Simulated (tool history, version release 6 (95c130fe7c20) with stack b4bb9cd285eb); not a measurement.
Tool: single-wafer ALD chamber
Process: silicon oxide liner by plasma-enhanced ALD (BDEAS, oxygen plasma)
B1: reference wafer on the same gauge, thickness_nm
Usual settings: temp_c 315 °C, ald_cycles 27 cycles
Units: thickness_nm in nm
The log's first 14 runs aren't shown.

{"run": 15, "hour": 1228.4, "temp_c": 326, "ald_cycles": 27, "B1": 2.314, "thickness_nm": 2.331}
{"run": 16, "hour": 1325.7, "temp_c": 326, "ald_cycles": 27, "B1": 2.31, "thickness_nm": 2.325}
{"run": 17, "hour": 1386.8, "temp_c": 300, "ald_cycles": 30, "B1": 2.312, "thickness_nm": 2.751}
{"run": 18, "hour": 1443.5, "temp_c": 315, "ald_cycles": 27, "B1": 2.308, "thickness_nm": 2.381}
{"hour": 1554.7, "done": "thermocouple changed; heater temperature recalibrated"}
{"run": 19, "hour": 1555.2, "temp_c": 301, "ald_cycles": 29, "B1": 2.31, "thickness_nm": 2.601}
{"run": 20, "hour": 1588.2, "temp_c": 327, "ald_cycles": 24, "B1": 2.311, "thickness_nm": 2.058}
{"hour": 1602.5, "done": "gauge calibrated"}
{"run": 21, "hour": 1746.8, "temp_c": 326, "ald_cycles": 27, "B1": 2.31, "thickness_nm": 2.321}
{"run": 22, "hour": 1796.0, "temp_c": 306, "ald_cycles": 27, "B1": 2.311, "thickness_nm": 2.405}
{"run": 23, "hour": 1832.7, "temp_c": 319, "ald_cycles": 29, "B1": 2.309, "thickness_nm": 2.53}
{"run": 24, "hour": 1879.9, "temp_c": 308, "ald_cycles": 22, "B1": 2.312, "thickness_nm": 1.953}
{"run": 25, "hour": 1934.4, "temp_c": 315, "ald_cycles": 27, "B1": 2.308, "thickness_nm": 2.377}
{"run": 26, "hour": 2020.2, "temp_c": 308, "ald_cycles": 25, "B1": 2.312, "thickness_nm": 2.226}
{"run": 27, "hour": 2123.1, "temp_c": 315, "ald_cycles": 27, "B1": 2.31, "thickness_nm": 2.379}
{"run": 28, "hour": 2371.1, "temp_c": 315, "ald_cycles": 24, "B1": 2.307, "thickness_nm": 2.118}
{"run": 29, "hour": 2465.3, "temp_c": 301, "ald_cycles": 24, "B1": 2.312, "thickness_nm": 2.187}
{"run": 30, "hour": 2507.0, "temp_c": 324, "ald_cycles": 29, "B1": 2.309, "thickness_nm": 2.521}
{"run": 31, "hour": 2549.5, "temp_c": 300, "ald_cycles": 22, "B1": 2.31, "thickness_nm": 2.017}
{"run": 32, "hour": 2650.0, "temp_c": 303, "ald_cycles": 22, "B1": 2.31, "thickness_nm": 1.99}
{"run": 33, "hour": 2687.5, "temp_c": 315, "ald_cycles": 27, "B1": 2.309, "thickness_nm": 2.38}

4 ways to go on from here, each from the tool as it stands after run 33. What would each give?
{"run": "A", "hour": 2687.9, "temp_c": 315, "ald_cycles": 26, "B1": "?", "thickness_nm": "?"}
{"run": "B", "hour": 2687.9, "temp_c": 322, "ald_cycles": 27, "B1": "?", "thickness_nm": "?"}
{"run": "C", "hour": 2687.9, "temp_c": 302, "ald_cycles": 31, "B1": "?", "thickness_nm": "?"}
{"run": "D", "hour": 2687.9, "temp_c": 323, "ald_cycles": 22, "B1": "?", "thickness_nm": "?"}

run=A B1=2.313 thickness_nm=2.288
run=B B1=2.313 thickness_nm=2.349
run=C B1=2.313 thickness_nm=2.823
run=D B1=2.313 thickness_nm=1.911
Without the tool's hidden state the same runs would have given:
run=A thickness_nm=2.268
run=B thickness_nm=2.328
run=C thickness_nm=2.761
run=D thickness_nm=1.894

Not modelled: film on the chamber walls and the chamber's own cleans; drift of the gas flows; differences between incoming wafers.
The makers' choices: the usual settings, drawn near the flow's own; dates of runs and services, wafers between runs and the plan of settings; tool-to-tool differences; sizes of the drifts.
